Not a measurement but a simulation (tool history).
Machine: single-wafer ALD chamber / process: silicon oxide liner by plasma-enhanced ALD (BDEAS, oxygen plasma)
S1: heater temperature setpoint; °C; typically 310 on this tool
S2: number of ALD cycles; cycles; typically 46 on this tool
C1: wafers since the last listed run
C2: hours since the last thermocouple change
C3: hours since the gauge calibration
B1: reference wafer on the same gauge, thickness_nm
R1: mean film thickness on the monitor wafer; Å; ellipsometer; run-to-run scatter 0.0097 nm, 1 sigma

{"run": 1, "hour": 0.0, "S1": 310, "S2": 46, "C1": 0, "C2": 1267.3, "C3": 529.4, "B1": 4.325, "R1": 38.53}
{"run": 2, "hour": 34.6, "S1": 310, "S2": 46, "C1": 194, "C2": 1301.9, "C3": 564.0, "B1": 4.321, "R1": 38.49}
{"run": 3, "hour": 55.6, "S1": 317, "S2": 46, "C1": 117, "C2": 1322.9, "C3": 585.0, "B1": 4.316, "R1": 38.0}
{"run": 4, "hour": 79.2, "S1": 317, "S2": 46, "C1": 132, "C2": 1346.5, "C3": 608.6, "B1": 4.316, "R1": 38.03}
{"run": 5, "hour": 112.8, "S1": 317, "S2": 46, "C1": 188, "C2": 1380.1, "C3": 642.2, "B1": 4.309, "R1": 37.97}
{"run": 6, "hour": 126.2, "S1": 310, "S2": 46, "C1": 75, "C2": 1393.5, "C3": 655.6, "B1": 4.309, "R1": 38.26}
{"run": 7, "hour": 139.7, "S1": 310, "S2": 46, "C1": 75, "C2": 1407.0, "C3": 669.1, "B1": 4.308, "R1": 38.15}
{"run": 8, "hour": 173.1, "S1": 310, "S2": 42, "C1": 187, "C2": 1440.4, "C3": 702.5, "B1": 4.303, "R1": 34.91}
{"run": 9, "hour": 193.0, "S1": 310, "S2": 46, "C1": 111, "C2": 1460.3, "C3": 722.4, "B1": 4.298, "R1": 38.31}
{"run": 10, "hour": 227.7, "S1": 310, "S2": 46, "C1": 194, "C2": 1495.0, "C3": 757.1, "B1": 4.294, "R1": 38.46}
{"run": 11, "hour": 308.0, "S1": 310, "S2": 49, "C1": 450, "C2": 1575.3, "C3": 837.4, "B1": 4.281, "R1": 40.62}
{"run": 12, "hour": 370.4, "S1": 310, "S2": 49, "C1": 349, "C2": 1637.7, "C3": 899.8, "B1": 4.273, "R1": 40.55}
{"run": 13, "hour": 414.2, "S1": 310, "S2": 49, "C1": 245, "C2": 1681.5, "C3": 943.6, "B1": 4.266, "R1": 40.51}
{"run": 14, "hour": 446.4, "S1": 310, "S2": 46, "C1": 180, "C2": 1713.7, "C3": 975.8, "B1": 4.256, "R1": 37.93}
{"run": 15, "hour": 469.5, "S1": 310, "S2": 46, "C1": 129, "C2": 1736.8, "C3": 998.9, "B1": 4.254, "R1": 37.89}
{"run": 16, "hour": 499.6, "S1": 310, "S2": 46, "C1": 168, "C2": 1766.9, "C3": 1029.0, "B1": 4.246, "R1": 37.86}
{"run": 17, "hour": 518.8, "S1": 310, "S2": 46, "C1": 107, "C2": 1786.1, "C3": 1048.2, "B1": 4.244, "R1": 37.83}
{"run": 18, "hour": 533.2, "S1": 310, "S2": 46, "C1": 80, "C2": 1800.5, "C3": 1062.6, "B1": 4.239, "R1": 37.58}

Run 19 is up next; what results do you expect?
{"hour": 551.7, "done": "gauge calibrated"}
{"run": 19, "hour": 553.5, "S1": 319, "S2": 50, "C1": 113, "C2": 1820.8, "C3": 1.8, "B1": "?", "R1": "?"}

{"run 19": {"B1": 4.357, "R1": 41.58}}
Minus the tool's unlogged condition, the same run would have read R1 41.60 Å.
